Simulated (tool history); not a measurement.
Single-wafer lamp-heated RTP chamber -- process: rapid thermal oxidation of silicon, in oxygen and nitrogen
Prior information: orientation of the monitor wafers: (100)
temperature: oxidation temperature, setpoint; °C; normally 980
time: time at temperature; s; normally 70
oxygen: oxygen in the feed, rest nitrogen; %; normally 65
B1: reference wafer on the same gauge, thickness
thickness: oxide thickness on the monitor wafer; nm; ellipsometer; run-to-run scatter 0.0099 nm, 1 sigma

Run 1, hour 0.0: usual settings but temperature 990 °C; B1 4.334. Result: thickness 5.080 nm.
Run 2, hour 17.1: usual settings but temperature 990 °C; B1 4.338. Result: thickness 5.078 nm.
Run 3, hour 124.1: usual settings; B1 4.342. Result: thickness 4.744 nm.
Run 4, hour 146.1: usual settings; B1 4.340. Result: thickness 4.747 nm.
Run 5, hour 164.2: usual settings; B1 4.342. Result: thickness 4.762 nm.
Run 6, hour 176.2: usual settings; B1 4.345. Result: thickness 4.746 nm.
Run 7, hour 188.8: usual settings; B1 4.342. Result: thickness 4.769 nm.
Run 8, hour 217.1: usual settings but oxygen 53 %; B1 4.342. Result: thickness 4.457 nm.
Run 9, hour 238.2: usual settings but oxygen 53 %; B1 4.337. Result: thickness 4.456 nm.
At hour 256.4: pyrometer window cleaned and pyrometer calibrated.
Run 10, hour 261.6: usual settings but temperature 961 °C; B1 4.341. Result: thickness 4.226 nm.
At hour 268.5: gauge calibrated.
Run 11, hour 277.7: usual settings but temperature 961 °C; B1 4.334. Result: thickness 4.222 nm.
Run 12, hour 303.4: usual settings; B1 4.337. Result: thickness 4.839 nm.
Run 13, hour 324.5: usual settings but time 57 s; B1 4.340. Result: thickness 4.422 nm.
Run 14, hour 341.5: usual settings but temperature 989 °C, oxygen 93 %; B1 4.340. Result: thickness 5.840 nm.
At hour 354.9: pyrometer window cleaned and pyrometer calibrated, repeated, since the last time left the tool worse.
Run 15, hour 367.7: usual settings; B1 4.337. Result: thickness 4.661 nm.
Run 16, hour 400.3: usual settings but temperature 972 °C, time 89 s, oxygen 89 %; B1 4.340. Result: thickness 5.414 nm.
Run 17, hour 427.4: usual settings; B1 4.337. Result: thickness 4.628 nm.
Run 18, hour 447.2: usual settings but temperature 1000 °C, oxygen 57 %; B1 4.338. Result: thickness 5.144 nm.
At hour 455.8: oxygen flow controller replaced.
Run 19, hour 482.0: usual settings; B1 4.339. Result: thickness 4.654 nm.
Run 20, hour 503.4: usual settings but temperature 1007 °C, time 93 s, oxygen 76 %; B1 4.342. Result: thickness 6.758 nm.
Run 21, hour 538.4: usual settings but temperature 1001 °C, time 56 s; B1 4.341. Result: thickness 4.909 nm.
Run 22, hour 557.3: usual settings; B1 4.338. Result: thickness 4.676 nm.
Run 23, hour 586.8: usual settings but temperature 1007 °C, time 93 s, oxygen 76 %; B1 4.342. Result: thickness 6.784 nm.
Run 24, hour 619.1: usual settings but temperature 956 °C, time 61 s; B1 4.342. Result: thickness 3.744 nm.

5 ways to go on from here, each from the tool as it stands after run 24. What would each give?
Run A, hour 619.6: usual settings but temperature 956 °C; B1 ?. Result: thickness ?.
Run B, hour 619.6: usual settings but temperature 992 °C, time 53 s, oxygen 57 %; B1 ?. Result: thickness ?.
Run C, hour 619.6: usual settings but temperature 1003 °C, time 42 s, oxygen 88 %; B1 ?. Result: thickness ?.
Run D, hour 619.6: usual settings but oxygen 76 %; B1 ?. Result: thickness ?.
Run E, hour 619.6: usual settings but temperature 968 °C, time 41 s, oxygen 42 %; B1 ?. Result: thickness ?.

run     B1  thickness
  A  4.343      3.932
  B  4.343      4.317
  C  4.343      4.884
  D  4.343      4.900
  E  4.343      3.099
Without the tool's unlogged condition, the same runs would have read:
run  thickness
  A      3.916
  B      4.299
  C      4.863
  D      4.879
  E      3.089
